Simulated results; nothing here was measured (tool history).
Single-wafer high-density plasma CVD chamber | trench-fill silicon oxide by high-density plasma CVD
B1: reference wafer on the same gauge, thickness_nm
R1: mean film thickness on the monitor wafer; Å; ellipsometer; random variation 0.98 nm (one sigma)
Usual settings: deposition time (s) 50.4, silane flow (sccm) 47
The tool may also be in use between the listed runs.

run 1 hour=0 | deposition_time_(s)=50.4 silane_flow_(sccm)=47 | B1=199.912 | R1=2034.72
run 2 hour=54.7 | deposition_time_(s)=50.4 silane_flow_(sccm)=47 | B1=200.018 | R1=2058.26
run 3 hour=79.3 | deposition_time_(s)=44.8 silane_flow_(sccm)=47 | B1=200.055 | R1=1803.84
run 4 hour=134.5 | deposition_time_(s)=44.8 silane_flow_(sccm)=47 | B1=200.053 | R1=1815.67
run 5 hour=194.2 | deposition_time_(s)=50.4 silane_flow_(sccm)=47 | B1=200.141 | R1=2054.12
run 6 hour=236.6 | deposition_time_(s)=50.4 silane_flow_(sccm)=47 | B1=200.128 | R1=2024.66
run 7 hour=304 | deposition_time_(s)=50.4 silane_flow_(sccm)=47 | B1=199.989 | R1=2020.37
run 8 hour=365.9 | deposition_time_(s)=55.5 silane_flow_(sccm)=47 | B1=200.029 | R1=2242.62
run 9 hour=406.2 | deposition_time_(s)=55.5 silane_flow_(sccm)=47 | B1=200.124 | R1=2226.67
run 10 hour=457.6 | deposition_time_(s)=55.5 silane_flow_(sccm)=47 | B1=199.915 | R1=2246.82
run 11 hour=511.7 | deposition_time_(s)=53.5 silane_flow_(sccm)=43 | B1=199.999 | R1=1973.34
run 12 hour=568.9 | deposition_time_(s)=53.5 silane_flow_(sccm)=43 | B1=200.077 | R1=1961.31
run 13 hour=608.8 | deposition_time_(s)=53.5 silane_flow_(sccm)=43 | B1=199.847 | R1=1953.94
run 14 hour=654.9 | deposition_time_(s)=55.3 silane_flow_(sccm)=50 | B1=199.902 | R1=2362.63
run 15 hour=715 | deposition_time_(s)=55.3 silane_flow_(sccm)=50 | B1=199.941 | R1=2363.85
-- hour=735.1 gauge calibrated
run 16 hour=866.4 | deposition_time_(s)=50.4 silane_flow_(sccm)=47 | B1=199.862 | R1=2039.21
run 17 hour=929.6 | deposition_time_(s)=43.6 silane_flow_(sccm)=47 | B1=200.005 | R1=1741.71
run 18 hour=959.2 | deposition_time_(s)=43.6 silane_flow_(sccm)=47 | B1=200.13 | R1=1743.3
run 19 hour=992.1 | deposition_time_(s)=50.4 silane_flow_(sccm)=38 | B1=200.096 | R1=1628.78
run 20 hour=1038.3 | deposition_time_(s)=54.8 silane_flow_(sccm)=54 | B1=199.983 | R1=2520.87
run 21 hour=1097.1 | deposition_time_(s)=57.1 silane_flow_(sccm)=39 | B1=199.774 | R1=1903.74
run 22 hour=1161.7 | deposition_time_(s)=50.4 silane_flow_(sccm)=47 | B1=199.899 | R1=2016.68
run 23 hour=1323.1 | deposition_time_(s)=52.9 silane_flow_(sccm)=56 | B1=200.134 | R1=2507.2
-- hour=1342 silane flow controller replaced
run 24 hour=1368 | deposition_time_(s)=43.7 silane_flow_(sccm)=53 | B1=199.968 | R1=1909.71
run 25 hour=1402.6 | deposition_time_(s)=47.5 silane_flow_(sccm)=51 | B1=199.898 | R1=1983.99
run 26 hour=1542.2 | deposition_time_(s)=41.2 silane_flow_(sccm)=41 | B1=200.061 | R1=1388.28
run 27 hour=1607.6 | deposition_time_(s)=50.4 silane_flow_(sccm)=39 | B1=199.893 | R1=1623.53
run 28 hour=1673.4 | deposition_time_(s)=54.5 silane_flow_(sccm)=54 | B1=200.139 | R1=2437.45
-- hour=1690.3 silane flow controller replaced, repeated, since the last time left the tool worse
run 29 hour=1710.4 | deposition_time_(s)=50.4 silane_flow_(sccm)=47 | B1=200.078 | R1=2099.88
run 30 hour=1781.4 | deposition_time_(s)=53.4 silane_flow_(sccm)=44 | B1=199.986 | R1=2112.57
run 31 hour=1852.6 | deposition_time_(s)=55.4 silane_flow_(sccm)=50 | B1=200.108 | R1=2475.11
run 32 hour=1909.7 | deposition_time_(s)=50.4 silane_flow_(sccm)=47 | B1=199.911 | R1=2106.92
-- hour=1929.1 gauge calibrated
run 33 hour=1955.9 | deposition_time_(s)=54.5 silane_flow_(sccm)=43 | B1=200.018 | R1=2083.57
run 34 hour=2010.2 | deposition_time_(s)=42.1 silane_flow_(sccm)=50 | B1=200.094 | R1=1865.91
run 35 hour=2197.8 | deposition_time_(s)=43.1 silane_flow_(sccm)=53 | B1=199.769 | R1=2016.44

Forecast run 36:
run 36 hour=2238.7 | deposition_time_(s)=41.6 silane_flow_(sccm)=38 | B1=? | R1=?

{"run 36": {"B1": 199.941, "R1": 1393.27}}
Without the tool's hidden state the same run would have given R1 1399.75 Å.
